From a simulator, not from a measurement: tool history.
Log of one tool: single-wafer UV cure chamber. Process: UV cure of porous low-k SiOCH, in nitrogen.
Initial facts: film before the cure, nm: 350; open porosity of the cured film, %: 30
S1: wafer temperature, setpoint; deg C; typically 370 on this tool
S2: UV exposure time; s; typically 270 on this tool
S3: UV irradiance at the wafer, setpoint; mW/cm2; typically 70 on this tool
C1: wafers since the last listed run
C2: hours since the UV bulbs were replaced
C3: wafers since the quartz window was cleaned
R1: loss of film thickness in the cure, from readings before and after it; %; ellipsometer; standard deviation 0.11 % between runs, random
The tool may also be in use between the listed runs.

{"run": 1, "hour": 0.0, "S1": 370, "S2": 270, "S3": 100, "C1": 0, "C2": 1327.8, "C3": 1162, "R1": 13.309}
{"run": 2, "hour": 44.2, "S1": 370, "S2": 270, "S3": 100, "C1": 178, "C2": 1372.0, "C3": 1341, "R1": 13.304}
{"run": 3, "hour": 71.3, "S1": 370, "S2": 270, "S3": 100, "C1": 109, "C2": 1399.1, "C3": 1451, "R1": 13.261}
{"run": 4, "hour": 113.6, "S1": 370, "S2": 270, "S3": 70, "C1": 171, "C2": 1441.4, "C3": 1622, "R1": 11.24}
{"hour": 177.5, "done": "quartz window cleaned"}
{"run": 5, "hour": 178.0, "S1": 370, "S2": 270, "S3": 70, "C1": 228, "C2": 1505.8, "C3": 2, "R1": 11.933}
{"run": 6, "hour": 202.9, "S1": 370, "S2": 270, "S3": 70, "C1": 100, "C2": 1530.7, "C3": 102, "R1": 11.912}
{"run": 7, "hour": 236.1, "S1": 370, "S2": 270, "S3": 70, "C1": 134, "C2": 1563.9, "C3": 237, "R1": 11.847}
{"run": 8, "hour": 264.8, "S1": 370, "S2": 270, "S3": 70, "C1": 116, "C2": 1592.6, "C3": 353, "R1": 11.934}
{"run": 9, "hour": 301.4, "S1": 370, "S2": 270, "S3": 70, "C1": 148, "C2": 1629.2, "C3": 501, "R1": 12.047}
{"run": 10, "hour": 348.8, "S1": 370, "S2": 270, "S3": 70, "C1": 191, "C2": 1676.6, "C3": 693, "R1": 11.614}
{"run": 11, "hour": 549.8, "S1": 370, "S2": 270, "S3": 70, "C1": 813, "C2": 1877.6, "C3": 1506, "R1": 11.413}
{"hour": 560.4, "done": "quartz window cleaned"}
{"run": 12, "hour": 590.3, "S1": 370, "S2": 270, "S3": 70, "C1": 131, "C2": 1918.1, "C3": 121, "R1": 12.051}
{"run": 13, "hour": 662.2, "S1": 370, "S2": 270, "S3": 70, "C1": 291, "C2": 1990.0, "C3": 412, "R1": 11.709}
{"run": 14, "hour": 703.8, "S1": 370, "S2": 270, "S3": 70, "C1": 168, "C2": 2031.6, "C3": 580, "R1": 11.748}
{"run": 15, "hour": 771.1, "S1": 364, "S2": 270, "S3": 40, "C1": 272, "C2": 2098.9, "C3": 853, "R1": 8.976}
{"run": 16, "hour": 833.8, "S1": 364, "S2": 270, "S3": 40, "C1": 253, "C2": 2161.6, "C3": 1106, "R1": 8.756}
{"run": 17, "hour": 892.0, "S1": 370, "S2": 270, "S3": 70, "C1": 235, "C2": 2219.8, "C3": 1342, "R1": 11.505}
{"run": 18, "hour": 916.8, "S1": 370, "S2": 270, "S3": 70, "C1": 100, "C2": 2244.6, "C3": 1442, "R1": 11.433}
{"run": 19, "hour": 948.2, "S1": 370, "S2": 270, "S3": 70, "C1": 127, "C2": 2276.0, "C3": 1569, "R1": 11.434}
{"run": 20, "hour": 972.9, "S1": 370, "S2": 270, "S3": 70, "C1": 99, "C2": 2300.7, "C3": 1669, "R1": 11.398}
{"run": 21, "hour": 998.4, "S1": 370, "S2": 270, "S3": 70, "C1": 103, "C2": 2326.2, "C3": 1773, "R1": 11.127}
{"hour": 1030.8, "done": "quartz window cleaned"}
{"run": 22, "hour": 1031.3, "S1": 370, "S2": 270, "S3": 40, "C1": 100, "C2": 2359.1, "C3": 2, "R1": 9.176}
{"run": 23, "hour": 1094.1, "S1": 370, "S2": 270, "S3": 43, "C1": 254, "C2": 2421.9, "C3": 256, "R1": 9.5}
{"run": 24, "hour": 1146.3, "S1": 354, "S2": 335, "S3": 40, "C1": 211, "C2": 2474.1, "C3": 467, "R1": 9.772}
{"run": 25, "hour": 1198.7, "S1": 354, "S2": 225, "S3": 83, "C1": 212, "C2": 2526.5, "C3": 679, "R1": 11.416}
{"run": 26, "hour": 1225.1, "S1": 370, "S2": 395, "S3": 70, "C1": 106, "C2": 2552.9, "C3": 786, "R1": 13.524}
{"run": 27, "hour": 1273.2, "S1": 389, "S2": 395, "S3": 70, "C1": 194, "C2": 2601.0, "C3": 981, "R1": 13.736}
{"run": 28, "hour": 1309.2, "S1": 370, "S2": 190, "S3": 70, "C1": 145, "C2": 2637.0, "C3": 1126, "R1": 9.676}
{"run": 29, "hour": 1414.9, "S1": 351, "S2": 345, "S3": 70, "C1": 427, "C2": 2742.7, "C3": 1554, "R1": 11.823}
{"run": 30, "hour": 1444.9, "S1": 363, "S2": 270, "S3": 40, "C1": 121, "C2": 2772.7, "C3": 1676, "R1": 8.418}
{"hour": 1461.5, "done": "quartz window cleaned"}
{"hour": 1479.2, "done": "UV bulbs replaced"}
{"run": 31, "hour": 1498.3, "S1": 370, "S2": 270, "S3": 70, "C1": 151, "C2": 19.1, "C3": 116, "R1": 12.136}
{"run": 32, "hour": 1543.8, "S1": 370, "S2": 230, "S3": 70, "C1": 184, "C2": 64.6, "C3": 300, "R1": 11.042}
{"run": 33, "hour": 1600.3, "S1": 370, "S2": 270, "S3": 70, "C1": 228, "C2": 121.1, "C3": 529, "R1": 11.931}
{"run": 34, "hour": 1658.0, "S1": 370, "S2": 270, "S3": 70, "C1": 233, "C2": 178.8, "C3": 763, "R1": 11.845}
{"run": 35, "hour": 1683.2, "S1": 370, "S2": 270, "S3": 70, "C1": 101, "C2": 204.0, "C3": 865, "R1": 11.724}
{"run": 36, "hour": 1744.1, "S1": 379, "S2": 230, "S3": 98, "C1": 246, "C2": 264.9, "C3": 1111, "R1": 12.721}
{"run": 37, "hour": 1782.8, "S1": 355, "S2": 270, "S3": 70, "C1": 156, "C2": 303.6, "C3": 1268, "R1": 11.297}
{"run": 38, "hour": 1850.5, "S1": 370, "S2": 270, "S3": 70, "C1": 274, "C2": 371.3, "C3": 1542, "R1": 11.362}
{"hour": 1890.0, "done": "quartz window cleaned"}
{"run": 39, "hour": 1906.3, "S1": 370, "S2": 270, "S3": 70, "C1": 193, "C2": 427.1, "C3": 66, "R1": 11.862}
{"run": 40, "hour": 1977.7, "S1": 370, "S2": 270, "S3": 70, "C1": 288, "C2": 498.5, "C3": 355, "R1": 11.947}
{"run": 41, "hour": 2043.0, "S1": 370, "S2": 270, "S3": 70, "C1": 264, "C2": 563.8, "C3": 619, "R1": 11.886}
{"run": 42, "hour": 2108.1, "S1": 370, "S2": 270, "S3": 70, "C1": 263, "C2": 628.9, "C3": 882, "R1": 11.683}
{"run": 43, "hour": 2184.7, "S1": 376, "S2": 405, "S3": 82, "C1": 310, "C2": 705.5, "C3": 1192, "R1": 14.282}
{"run": 44, "hour": 2225.6, "S1": 363, "S2": 145, "S3": 107, "C1": 165, "C2": 746.4, "C3": 1358, "R1": 10.254}

Measured minus without-hidden-state, run by run (identical run-to-run variation in each term; gauge scatter may differ):
Unlogged tool condition in this case: lamp output below its setpoint, %; transmission lost against a clean window, %.
run=1 R1=-0.393
run=2 R1=-0.509
run=3 R1=-0.590
run=4 R1=-0.699
run=5 R1=-0.014
run=6 R1=-0.017
run=7 R1=-0.027
run=8 R1=-0.043
run=9 R1=-0.073
run=10 R1=-0.122
run=11 R1=-0.554
run=12 R1=-0.030
run=13 R1=-0.064
run=14 R1=-0.103
run=15 R1=-0.186
run=16 R1=-0.294
run=17 R1=-0.450
run=18 R1=-0.519
run=19 R1=-0.620
run=20 R1=-0.707
run=21 R1=-0.787
run=22 R1=-0.102
run=23 R1=-0.117
run=24 R1=-0.150
run=25 R1=-0.213
run=26 R1=-0.257
run=27 R1=-0.341
run=28 R1=-0.387
run=29 R1=-0.687
run=30 R1=-0.762
run=31 R1=-0.010
run=32 R1=-0.028
run=33 R1=-0.076
run=34 R1=-0.149
run=35 R1=-0.188
run=36 R1=-0.314
run=37 R1=-0.399
run=38 R1=-0.594
run=39 R1=-0.031
run=40 R1=-0.059
run=41 R1=-0.118
run=42 R1=-0.209
run=43 R1=-0.376
run=44 R1=-0.451
